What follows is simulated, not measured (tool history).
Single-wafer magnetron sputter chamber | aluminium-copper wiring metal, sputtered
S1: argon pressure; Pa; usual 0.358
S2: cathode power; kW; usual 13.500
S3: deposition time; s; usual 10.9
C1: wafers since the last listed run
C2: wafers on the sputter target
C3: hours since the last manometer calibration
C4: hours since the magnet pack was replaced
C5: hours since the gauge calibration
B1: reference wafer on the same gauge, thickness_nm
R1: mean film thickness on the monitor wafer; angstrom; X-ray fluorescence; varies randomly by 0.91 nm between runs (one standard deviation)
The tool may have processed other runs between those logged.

Run 1, hour 0.0: usual settings; C1 0; C2 1070; C3 1153.0; C4 9719.5; C5 176.4; B1 269.918. Result: R1 2424.81 angstrom.
Run 2, hour 8.4: usual settings but S2 14.450 kW, S3 12.2 s; C1 138; C2 1208; C3 1161.4; C4 9727.9; C5 184.8; B1 269.738. Result: R1 2907.93 angstrom.
Run 3, hour 23.4: usual settings but S2 14.450 kW, S3 12.2 s; C1 247; C2 1456; C3 1176.4; C4 9742.9; C5 199.8; B1 269.965. Result: R1 2901.47 angstrom.
Run 4, hour 38.8: usual settings but S2 14.450 kW, S3 12.2 s; C1 253; C2 1709; C3 1191.8; C4 9758.3; C5 215.2; B1 270.056. Result: R1 2924.03 angstrom.
Run 5, hour 56.3: usual settings; C1 288; C2 1998; C3 1209.3; C4 9775.8; C5 232.7; B1 270.119. Result: R1 2415.59 angstrom.
Run 6, hour 68.4: usual settings; C1 199; C2 2197; C3 1221.4; C4 9787.9; C5 244.8; B1 269.856. Result: R1 2420.61 angstrom.
Run 7, hour 83.4: usual settings; C1 247; C2 2445; C3 1236.4; C4 9802.9; C5 259.8; B1 270.268. Result: R1 2428.48 angstrom.
Run 8, hour 91.1: usual settings; C1 126; C2 2572; C3 1244.1; C4 9810.6; C5 267.5; B1 270.118. Result: R1 2412.08 angstrom.
Run 9, hour 98.6: usual settings but S2 15.850 kW; C1 123; C2 2695; C3 1251.6; C4 9818.1; C5 275.0; B1 270.058. Result: R1 2849.47 angstrom.
At hour 119.4: magnet pack replaced.
Run 10, hour 119.9: usual settings; C1 219; C2 2915; C3 1272.9; C4 0.5; C5 296.3; B1 270.014. Result: R1 2435.93 angstrom.
Run 11, hour 127.2: usual settings; C1 120; C2 3035; C3 1280.2; C4 7.8; C5 303.6; B1 270.031. Result: R1 2427.09 angstrom.
Run 12, hour 138.0: usual settings but S1 0.246 Pa, S2 15.200 kW; C1 178; C2 3213; C3 1291.0; C4 18.6; C5 314.4; B1 269.910. Result: R1 2868.22 angstrom.
At hour 141.0: gauge calibrated.
Run 13, hour 146.8: usual settings but S2 12.700 kW; C1 145; C2 3358; C3 1299.8; C4 27.4; C5 5.8; B1 270.215. Result: R1 2271.03 angstrom.
At hour 161.4: capacitance manometer re-zeroed and calibrated.
Run 14, hour 161.9: usual settings but S2 12.700 kW; C1 117; C2 3475; C3 0.5; C4 42.5; C5 20.9; B1 270.044. Result: R1 2272.61 angstrom.
Run 15, hour 169.7: usual settings but S1 0.486 Pa, S2 11.800 kW; C1 128; C2 3604; C3 8.3; C4 50.3; C5 28.7; B1 270.071. Result: R1 2000.84 angstrom.
Run 16, hour 186.5: usual settings; C1 276; C2 3881; C3 25.1; C4 67.1; C5 45.5; B1 269.754. Result: R1 2418.16 angstrom.
Run 17, hour 214.7: usual settings; C1 464; C2 4345; C3 53.3; C4 95.3; C5 73.7; B1 270.140. Result: R1 2411.52 angstrom.
Run 18, hour 228.0: usual settings; C1 219; C2 4565; C3 66.6; C4 108.6; C5 87.0; B1 270.004. Result: R1 2416.26 angstrom.
Run 19, hour 234.7: usual settings but S2 16.300 kW; C1 110; C2 4675; C3 73.3; C4 115.3; C5 93.7; B1 270.063. Result: R1 2906.35 angstrom.
Run 20, hour 244.3: usual settings; C1 158; C2 4833; C3 82.9; C4 124.9; C5 103.3; B1 270.322. Result: R1 2415.15 angstrom.
Run 21, hour 255.7: usual settings but S1 0.267 Pa, S3 11.6 s; C1 187; C2 5021; C3 94.3; C4 136.3; C5 114.7; B1 270.001. Result: R1 2662.23 angstrom.
At hour 264.1: sputter target and shields replaced.
Run 22, hour 266.6: usual settings; C1 47; C2 40; C3 105.2; C4 147.2; C5 125.6; B1 269.863. Result: R1 2465.87 angstrom.
Run 23, hour 284.3: usual settings but S1 0.411 Pa; C1 291; C2 332; C3 122.9; C4 164.9; C5 143.3; B1 269.817. Result: R1 2388.51 angstrom.
Run 24, hour 291.4: usual settings but S1 0.302 Pa, S3 12.4 s; C1 117; C2 449; C3 130.0; C4 172.0; C5 150.4; B1 269.765. Result: R1 2848.01 angstrom.
Run 25, hour 307.9: usual settings but S1 0.273 Pa, S3 12.4 s; C1 272; C2 721; C3 146.5; C4 188.5; C5 166.9; B1 269.879. Result: R1 2908.41 angstrom.
Run 26, hour 319.3: usual settings but S3 9.8 s; C1 187; C2 909; C3 157.9; C4 199.9; C5 178.3; B1 270.007. Result: R1 2191.98 angstrom.
Run 27, hour 336.5: usual settings; C1 283; C2 1192; C3 175.1; C4 217.1; C5 195.5; B1 270.226. Result: R1 2434.49 angstrom.
Run 28, hour 351.9: usual settings but S3 11.8 s; C1 253; C2 1446; C3 190.5; C4 232.5; C5 210.9; B1 269.882. Result: R1 2617.66 angstrom.
Run 29, hour 359.3: usual settings; C1 121; C2 1568; C3 197.9; C4 239.9; C5 218.3; B1 270.322. Result: R1 2429.55 angstrom.
Run 30, hour 370.4: usual settings but S1 0.426 Pa, S3 8.8 s; C1 182; C2 1751; C3 209.0; C4 251.0; C5 229.4; B1 270.224. Result: R1 1915.42 angstrom.
Run 31, hour 378.0: usual settings but S1 0.280 Pa, S2 16.450 kW, S3 9.8 s; C1 125; C2 1877; C3 216.6; C4 258.6; C5 237.0; B1 269.899. Result: R1 2767.46 angstrom.
Run 32, hour 388.3: usual settings but S1 0.289 Pa, S3 9.9 s; C1 169; C2 2046; C3 226.9; C4 268.9; C5 247.3; B1 270.332. Result: R1 2270.54 angstrom.
Run 33, hour 399.1: usual settings but S3 9.8 s; C1 178; C2 2224; C3 237.7; C4 279.7; C5 258.1; B1 270.108. Result: R1 2179.44 angstrom.
Run 34, hour 407.8: usual settings but S1 0.298 Pa, S2 15.650 kW, S3 9.1 s; C1 143; C2 2368; C3 246.4; C4 288.4; C5 266.8; B1 269.741. Result: R1 2417.33 angstrom.
Run 35, hour 422.6: usual settings but S1 0.409 Pa, S3 8.8 s; C1 243; C2 2612; C3 261.2; C4 303.2; C5 281.6; B1 269.776. Result: R1 1910.21 angstrom.

Below, some changes in R1 between adjacent runs. For each, the amount present without the hidden state too (settings, incoming material, random variation) and the amount remaining for the hidden state with gauge scatter not shared by both compared results:
The hidden state here: deposition rate above that of a new target (%); true argon pressure above the setpoint (%); gauge reads high (%).
Run 12 -> 13: S1 0.246 -> 0.358, S2 15.200 -> 12.700, gauge calibrated. R1 -597.19 angstrom: hidden state +8.45, all else -605.64.
Run 21 -> 22: S1 0.267 -> 0.358, S3 11.6 -> 10.9, sputter target and shields replaced. R1 -196.36 angstrom: hidden state +44.48, all else -240.84.
Run 25 -> 26: S1 0.273 -> 0.358, S3 12.4 -> 9.8. R1 -716.43 angstrom: hidden state +1.34, all else -717.77.
Run 30 -> 31: S1 0.426 -> 0.280, S2 13.500 -> 16.450, S3 8.8 -> 9.8. R1 +852.04 angstrom: hidden state -9.57, all else +861.61.

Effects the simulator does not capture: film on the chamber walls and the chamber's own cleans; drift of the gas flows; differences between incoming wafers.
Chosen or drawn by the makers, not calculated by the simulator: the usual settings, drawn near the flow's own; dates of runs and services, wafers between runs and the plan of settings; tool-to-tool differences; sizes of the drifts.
